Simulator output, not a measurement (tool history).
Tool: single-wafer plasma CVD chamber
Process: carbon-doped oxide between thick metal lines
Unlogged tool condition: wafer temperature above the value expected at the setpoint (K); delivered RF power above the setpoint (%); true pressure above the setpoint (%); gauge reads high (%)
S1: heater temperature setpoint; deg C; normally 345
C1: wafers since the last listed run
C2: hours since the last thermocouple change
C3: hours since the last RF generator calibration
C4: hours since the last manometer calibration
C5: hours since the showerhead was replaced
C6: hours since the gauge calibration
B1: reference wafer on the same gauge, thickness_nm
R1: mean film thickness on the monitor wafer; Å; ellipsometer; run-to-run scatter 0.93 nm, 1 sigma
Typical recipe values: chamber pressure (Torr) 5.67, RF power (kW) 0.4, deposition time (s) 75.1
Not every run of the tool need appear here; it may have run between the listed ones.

Run 1, hour 0: usual settings; C1 0; C2 945.2; C3 1936; C4 857.9; C5 4110.2; C6 261.2; B1 391.078. Result: R1 3417.3 Å.
Run 2, hour 17.4: usual settings but RF power (kW) 0.365; C1 249; C2 962.6; C3 1953.4; C4 875.3; C5 4127.6; C6 278.6; B1 390.672. Result: R1 3220.37 Å.
Run 3, hour 40.8: usual settings; C1 335; C2 986; C3 1976.8; C4 898.7; C5 4151; C6 302; B1 391.182. Result: R1 3424.77 Å.
Run 4, hour 58.2: usual settings; C1 249; C2 1003.4; C3 1994.2; C4 916.1; C5 4168.4; C6 319.4; B1 390.724. Result: R1 3407.64 Å.
Run 5, hour 89.1: usual settings; C1 442; C2 1034.3; C3 2025.1; C4 947; C5 4199.3; C6 350.3; B1 390.969. Result: R1 3414.51 Å.
Run 6, hour 111.5: usual settings; C1 320; C2 1056.7; C3 2047.5; C4 969.4; C5 4221.7; C6 372.7; B1 391.505. Result: R1 3404.36 Å.
Run 7, hour 126.3: usual settings but chamber pressure (Torr) 6.11, RF power (kW) 0.365; C1 212; C2 1071.5; C3 2062.3; C4 984.2; C5 4236.5; C6 387.5; B1 391.058. Result: R1 3227.57 Å.
Run 8, hour 138.9: usual settings but chamber pressure (Torr) 6.11, RF power (kW) 0.365; C1 180; C2 1084.1; C3 2074.9; C4 996.8; C5 4249.1; C6 400.1; B1 390.661. Result: R1 3232.33 Å.
Run 9, hour 152.8: usual settings but chamber pressure (Torr) 6.11, RF power (kW) 0.365; C1 199; C2 1098; C3 2088.8; C4 1010.7; C5 4263; C6 414; B1 391.014. Result: R1 3242.15 Å.
Run 10, hour 175.5: usual settings but S1 337 deg C; C1 325; C2 1120.7; C3 2111.5; C4 1033.4; C5 4285.7; C6 436.7; B1 390.697. Result: R1 3477.26 Å.
At hour 189.3: showerhead replaced.
At hour 192.2: RF generator calibrated.
Run 11, hour 192.7: usual settings but S1 337 deg C; C1 91; C2 1137.9; C3 0.5; C4 1050.6; C5 3.4; C6 453.9; B1 391.125. Result: R1 3361.6 Å.
Run 12, hour 218.8: usual settings but S1 337 deg C; C1 373; C2 1164; C3 26.6; C4 1076.7; C5 29.5; C6 480; B1 390.755. Result: R1 3380.68 Å.
Run 13, hour 233.7: usual settings but chamber pressure (Torr) 5.1, RF power (kW) 0.425; C1 213; C2 1178.9; C3 41.5; C4 1091.6; C5 44.4; C6 494.9; B1 391.21. Result: R1 3403.55 Å.
Run 14, hour 249: usual settings; C1 219; C2 1194.2; C3 56.8; C4 1106.9; C5 59.7; C6 510.2; B1 390.916. Result: R1 3311.48 Å.
At hour 277.4: thermocouple changed; heater temperature recalibrated.
At hour 284.8: RF generator calibrated, repeated, since the last time left the tool worse.
Run 15, hour 285.3: usual settings but chamber pressure (Torr) 6.4, RF power (kW) 0.34; C1 298; C2 7.9; C3 0.5; C4 1143.2; C5 96; C6 546.5; B1 391.587. Result: R1 3232.35 Å.
Run 16, hour 300.9: usual settings but S1 354 deg C, chamber pressure (Torr) 6.89; C1 223; C2 23.5; C3 16.1; C4 1158.8; C5 111.6; C6 562.1; B1 390.783. Result: R1 3544.54 Å.
At hour 306.8: gauge calibrated.
Run 17, hour 334.1: usual settings but S1 332 deg C, chamber pressure (Torr) 5.27, RF power (kW) 0.45, deposition time (s) 86.9; C1 475; C2 56.7; C3 49.3; C4 1192; C5 144.8; C6 27.3; B1 391.033. Result: R1 4493.35 Å.
At hour 346.7: capacitance manometer re-zeroed and calibrated.
Run 18, hour 348.3: usual settings but S1 350 deg C, chamber pressure (Torr) 6.17, RF power (kW) 0.35, deposition time (s) 68.3; C1 88; C2 70.9; C3 63.5; C4 1.6; C5 159; C6 41.5; B1 391.294. Result: R1 2940.46 Å.
Run 19, hour 363.7: usual settings but RF power (kW) 0.425; C1 220; C2 86.3; C3 78.9; C4 17; C5 174.4; C6 56.9; B1 391.059. Result: R1 3666.92 Å.
Run 20, hour 391.8: usual settings but chamber pressure (Torr) 6.73; C1 402; C2 114.4; C3 107; C4 45.1; C5 202.5; C6 85; B1 391.22. Result: R1 3589.37 Å.
Run 21, hour 414.5: usual settings but S1 337 deg C; C1 325; C2 137.1; C3 129.7; C4 67.8; C5 225.2; C6 107.7; B1 390.982. Result: R1 3599.4 Å.
Run 22, hour 431.7: usual settings but deposition time (s) 61.7; C1 246; C2 154.3; C3 146.9; C4 85; C5 242.4; C6 124.9; B1 391.027. Result: R1 2892.61 Å.
Run 23, hour 453.1: usual settings; C1 306; C2 175.7; C3 168.3; C4 106.4; C5 263.8; C6 146.3; B1 390.681. Result: R1 3528.82 Å.
Run 24, hour 482.6: usual settings but S1 332 deg C, chamber pressure (Torr) 5.13, deposition time (s) 62.2; C1 422; C2 205.2; C3 197.8; C4 135.9; C5 293.3; C6 175.8; B1 390.691. Result: R1 2967.62 Å.
Run 25, hour 525.1: usual settings; C1 608; C2 247.7; C3 240.3; C4 178.4; C5 335.8; C6 218.3; B1 390.795. Result: R1 3522.65 Å.
Run 26, hour 559.9: usual settings; C1 498; C2 282.5; C3 275.1; C4 213.2; C5 370.6; C6 253.1; B1 390.867. Result: R1 3506.59 Å.
Run 27, hour 578.6: usual settings but RF power (kW) 0.335; C1 267; C2 301.2; C3 293.8; C4 231.9; C5 389.3; C6 271.8; B1 390.981. Result: R1 3140.96 Å.

What differs in the tool's unlogged condition from the final listed run ahead of each entry between runs to the first listed run following it?
In the gap between runs 10 and 11: showerhead replaced (hour 189.3); RF generator calibrated (hour 192.2)
  delivered RF power above the setpoint (%): -5.97 -> -10.1
  measured minus no-state result, R1: -139.37 -> -240.11 Å
In the gap between runs 14 and 15: thermocouple changed; heater temperature recalibrated (hour 277.4); RF generator calibrated, repeated, since the last time left the tool worse (hour 284.8)
  delivered RF power above the setpoint (%): -10.3 -> -0.514
  measured minus no-state result, R1: -240.5 -> -11.04 Å
In the gap between runs 16 and 17: gauge calibrated (hour 306.8)
  delivered RF power above the setpoint (%): -0.557 -> -0.648
  measured minus no-state result, R1: -12.56 -> -18.54 Å
In the gap between runs 17 and 18: capacitance manometer re-zeroed and calibrated (hour 346.7)
  delivered RF power above the setpoint (%): -0.648 -> -0.687
  measured minus no-state result, R1: -18.54 -> -13.43 Å
